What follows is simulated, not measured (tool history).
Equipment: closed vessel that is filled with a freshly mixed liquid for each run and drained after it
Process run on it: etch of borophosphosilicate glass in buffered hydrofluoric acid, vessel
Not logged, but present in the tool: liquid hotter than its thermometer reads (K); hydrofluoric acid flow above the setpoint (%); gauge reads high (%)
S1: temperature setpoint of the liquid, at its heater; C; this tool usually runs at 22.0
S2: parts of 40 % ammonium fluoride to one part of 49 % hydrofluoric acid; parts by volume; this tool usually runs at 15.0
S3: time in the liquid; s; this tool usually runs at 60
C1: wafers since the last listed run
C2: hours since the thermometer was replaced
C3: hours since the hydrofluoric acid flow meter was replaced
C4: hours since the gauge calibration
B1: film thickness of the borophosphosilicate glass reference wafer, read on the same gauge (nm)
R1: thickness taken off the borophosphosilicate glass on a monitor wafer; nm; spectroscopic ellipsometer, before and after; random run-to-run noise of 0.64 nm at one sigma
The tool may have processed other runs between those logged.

run	hour	S1	S2	S3	C1	C2	C3	C4	B1	R1
1	0.0	22.0	15.0	60	0	1245.6	451.6	395.1	29.98	133.61
# hour 23.6: hydrofluoric acid flow meter replaced
2	44.0	22.0	15.0	60	5481	1289.6	20.4	439.1	30.01	124.78
3	99.1	22.0	15.0	60	7023	1344.7	75.5	494.2	30.01	126.46
4	139.7	22.0	15.0	60	5175	1385.3	116.1	534.8	29.98	125.73
5	164.6	22.0	15.0	60	3174	1410.2	141.0	559.7	29.99	127.13
6	189.0	22.0	15.0	60	3110	1434.6	165.4	584.1	29.98	128.11
7	254.9	22.0	15.0	60	8400	1500.5	231.3	650.0	30.02	129.83
8	303.6	26.0	15.0	60	6208	1549.2	280.0	698.7	30.00	160.51
9	347.1	26.0	15.0	60	5545	1592.7	323.5	742.2	30.00	163.47
10	414.0	22.0	17.0	85	8528	1659.6	390.4	809.1	29.98	165.06
# hour 432.2: thermometer replaced
11	449.2	22.0	15.0	60	4359	17.0	425.6	844.3	29.98	132.63
# hour 451.9: hydrofluoric acid flow meter replaced
12	482.8	25.0	15.0	60	4155	50.6	30.9	877.9	29.99	147.32
# hour 513.5: gauge calibrated
13	530.8	22.0	15.0	45	6118	98.6	78.9	17.3	30.01	94.74
14	565.0	26.5	15.0	60	4359	132.8	113.1	51.5	30.01	161.62
15	760.2	22.0	16.5	60	24883	328.0	308.3	246.7	30.00	118.73
16	810.2	26.0	10.0	60	6373	378.0	358.3	296.7	30.00	236.24
17	838.4	22.0	15.0	60	3594	406.2	386.5	324.9	30.01	131.82
# hour 849.5: hydrofluoric acid flow meter replaced
18	905.7	22.0	10.0	30	8451	473.5	56.2	392.2	29.99	92.32
19	939.4	22.0	19.0	60	4295	507.2	89.9	425.9	30.02	99.44
20	1000.0	18.5	10.5	60	7725	567.8	150.5	486.5	30.02	147.64
21	1037.4	22.0	9.0	95	4767	605.2	187.9	523.9	29.98	325.11
22	1065.2	19.0	15.0	45	3543	633.0	215.7	551.7	30.01	82.05
23	1102.2	26.0	15.0	60	4716	670.0	252.7	588.7	30.00	160.30
24	1134.2	18.0	18.0	35	4079	702.0	284.7	620.7	30.01	50.61
25	1161.3	26.5	16.5	60	3454	729.1	311.8	647.8	30.00	150.98
26	1199.0	22.0	15.0	60	4805	766.8	349.5	685.5	30.00	132.07

Describe how what the log doesn't record of the tool's condition differs between the last listed run preceding each entry between runs and the first listed run following it.
After run 1, before run 2: hydrofluoric acid flow meter replaced (hour 23.6)
  hydrofluoric acid flow above the setpoint (%): 8.26 -> 0.47
  difference, measured minus the result without the unlogged condition, R1: +10.07 -> +0.57 nm
After run 10, before run 11: thermometer replaced (hour 432.2)
  hydrofluoric acid flow above the setpoint (%): 6.41 -> 6.97
  difference, measured minus the result without the unlogged condition, R1: +9.83 -> +8.54 nm
After run 11, before run 12: hydrofluoric acid flow meter replaced (hour 451.9)
  hydrofluoric acid flow above the setpoint (%): 6.97 -> 0.838
  difference, measured minus the result without the unlogged condition, R1: +8.54 -> +1.21 nm
After run 12, before run 13: gauge calibrated (hour 513.5)
  hydrofluoric acid flow above the setpoint (%): 0.838 -> 1.61
  difference, measured minus the result without the unlogged condition, R1: +1.21 -> +1.48 nm
After run 17, before run 18: hydrofluoric acid flow meter replaced (hour 849.5)
  hydrofluoric acid flow above the setpoint (%): 6.55 -> 1.17
  difference, measured minus the result without the unlogged condition, R1: +8.00 -> +0.68 nm

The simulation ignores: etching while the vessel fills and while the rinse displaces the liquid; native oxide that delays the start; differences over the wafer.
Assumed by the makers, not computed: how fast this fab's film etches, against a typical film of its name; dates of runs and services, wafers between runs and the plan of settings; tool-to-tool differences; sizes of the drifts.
